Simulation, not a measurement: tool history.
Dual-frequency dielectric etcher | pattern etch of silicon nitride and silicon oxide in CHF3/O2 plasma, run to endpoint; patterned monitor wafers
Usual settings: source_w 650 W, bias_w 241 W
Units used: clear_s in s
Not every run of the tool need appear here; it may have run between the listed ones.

| run | day | source_w | bias_w | wafers since the last listed run | hours since the last wet clean | hours since the last source power generator calibration | hours since the last bias power generator calibration | hours since the last upper electrode change | incoming incoming film thickness, nm | clear_s |
|---|---|---|---|---|---|---|---|---|---|---|
| 1 | 0 | 650 | 241 | 0 | 261 | 2671.3 | 3082.9 | 3405 | 221 | 117.4 |
| 2 | 0.617 | 650 | 241 | 111 | 275.8 | 2686.1 | 3097.7 | 3419.8 | 219 | 117.1 |
| 3 | 1.504 | 650 | 241 | 161 | 297.1 | 2707.4 | 3119 | 3441.1 | 219.7 | 117.6 |
| 4 | 4.017 | 650 | 241 | 456 | 357.4 | 2767.7 | 3179.3 | 3501.4 | 220.3 | 116.8 |
| 5 | 5.246 | 650 | 241 | 223 | 386.9 | 2797.2 | 3208.8 | 3530.9 | 219.5 | 116 |
| 6 | 5.9 | 650 | 227 | 118 | 402.6 | 2812.9 | 3224.5 | 3546.6 | 217 | 115.9 |
| 7 | 6.967 | 650 | 241 | 193 | 428.2 | 2838.5 | 3250.1 | 3572.2 | 217.4 | 116.2 |
| 8 | 9.925 | 650 | 241 | 537 | 499.2 | 2909.5 | 3321.1 | 3643.2 | 218.6 | 114.4 |
| 9 | 10.9 | 650 | 277 | 177 | 522.6 | 2932.9 | 3344.5 | 3666.6 | 218.9 | 110.1 |
| 10 | 12.271 | 650 | 207 | 248 | 555.5 | 2965.8 | 3377.4 | 3699.5 | 218.7 | 120.9 |
| 11 | 13.454 | 710 | 213 | 214 | 583.9 | 2994.2 | 3405.8 | 3727.9 | 218.9 | 114.5 |
| 12 | 14.404 | 710 | 213 | 172 | 606.7 | 3017 | 3428.6 | 3750.7 | 218 | 114.1 |
|  | 16.9 | wet clean of the chamber |
| 13 | 16.988 | 710 | 213 | 287 | 2.1 | 3079 | 3490.6 | 3812.7 | 220.2 | 118.9 |
| 14 | 18.279 | 650 | 241 | 234 | 33.1 | 3110 | 3521.6 | 3843.7 | 220.5 | 119.1 |
| 15 | 18.929 | 790 | 207 | 118 | 48.7 | 3125.6 | 3537.2 | 3859.3 | 218.5 | 113.2 |
|  | 19.362 | bias power generator calibrated |
| 16 | 20.392 | 650 | 241 | 235 | 83.8 | 3160.7 | 24.7 | 3894.4 | 217.8 | 117.1 |
|  | 21.946 | upper electrode replaced |
| 17 | 21.967 | 650 | 241 | 104 | 121.6 | 3198.5 | 62.5 | 0.5 | 221.2 | 119.6 |
| 18 | 22.792 | 650 | 241 | 149 | 141.4 | 3218.3 | 82.3 | 20.3 | 218.5 | 117 |
| 19 | 23.846 | 600 | 288 | 191 | 166.7 | 3243.6 | 107.6 | 45.6 | 220.2 | 114.9 |
| 20 | 25.042 | 540 | 281 | 217 | 195.4 | 3272.3 | 136.3 | 74.3 | 218.6 | 120.9 |
| 21 | 25.838 | 720 | 268 | 144 | 214.5 | 3291.4 | 155.4 | 93.4 | 220.6 | 106.1 |
| 22 | 27.304 | 650 | 279 | 266 | 249.7 | 3326.6 | 190.6 | 128.6 | 218.5 | 111.7 |
| 23 | 28.183 | 650 | 241 | 159 | 270.8 | 3347.7 | 211.7 | 149.7 | 219.6 | 117 |
|  | 28.85 | source power generator calibrated |
| 24 | 29.329 | 650 | 260 | 177 | 298.3 | 11.5 | 239.2 | 177.2 | 218.9 | 112.5 |
| 25 | 30.446 | 570 | 200 | 202 | 325.1 | 38.3 | 266 | 204 | 219.8 | 131.7 |
| 26 | 31.35 | 650 | 266 | 164 | 346.8 | 60 | 287.7 | 225.7 | 219.4 | 111.1 |
| 27 | 32.042 | 530 | 216 | 125 | 363.4 | 76.6 | 304.3 | 242.3 | 220 | 131.5 |
| 28 | 32.892 | 720 | 214 | 154 | 383.8 | 97 | 324.7 | 262.7 | 218.7 | 114.8 |
| 29 | 33.425 | 770 | 220 | 96 | 396.6 | 109.8 | 337.5 | 275.5 | 217.2 | 109.6 |
| 30 | 34.4 | 650 | 241 | 177 | 420 | 133.2 | 360.9 | 298.9 | 217.8 | 113.5 |
| 31 | 35.025 | 650 | 241 | 113 | 435 | 148.2 | 375.9 | 313.9 | 219.2 | 113.7 |
| 32 | 36.404 | 720 | 268 | 250 | 468.1 | 181.3 | 409 | 347 | 218.4 | 105.7 |
| 33 | 37.892 | 700 | 204 | 270 | 503.8 | 217 | 444.7 | 382.7 | 218.4 | 116.3 |
| 34 | 39.396 | 770 | 259 | 273 | 539.9 | 253.1 | 480.8 | 418.8 | 217.1 | 101.9 |

Below are 5 alternative next runs, each starting from the tool's condition after run 34. Predict each:
| A | 39.417 | 650 | 241 | 3 | 540.4 | 253.6 | 481.3 | 419.3 | 220.4 | ? |
| B | 39.417 | 580 | 202 | 3 | 540.4 | 253.6 | 481.3 | 419.3 | 220.4 | ? |
| C | 39.417 | 790 | 241 | 3 | 540.4 | 253.6 | 481.3 | 419.3 | 220.4 | ? |
| D | 39.417 | 800 | 291 | 3 | 540.4 | 253.6 | 481.3 | 419.3 | 220.4 | ? |
| E | 39.417 | 650 | 221 | 3 | 540.4 | 253.6 | 481.3 | 419.3 | 220.4 | ? |

| run | clear_s |
|---|---|
| A | 115.4 |
| B | 129.2 |
| C | 105.6 |
| D | 98.5 |
| E | 118.8 |
Without the tool's hidden state the same runs would have given:
| run | clear_s |
|---|---|
| A | 119.8 |
| B | 134.1 |
| C | 109.7 |
| D | 102.3 |
| E | 123.4 |

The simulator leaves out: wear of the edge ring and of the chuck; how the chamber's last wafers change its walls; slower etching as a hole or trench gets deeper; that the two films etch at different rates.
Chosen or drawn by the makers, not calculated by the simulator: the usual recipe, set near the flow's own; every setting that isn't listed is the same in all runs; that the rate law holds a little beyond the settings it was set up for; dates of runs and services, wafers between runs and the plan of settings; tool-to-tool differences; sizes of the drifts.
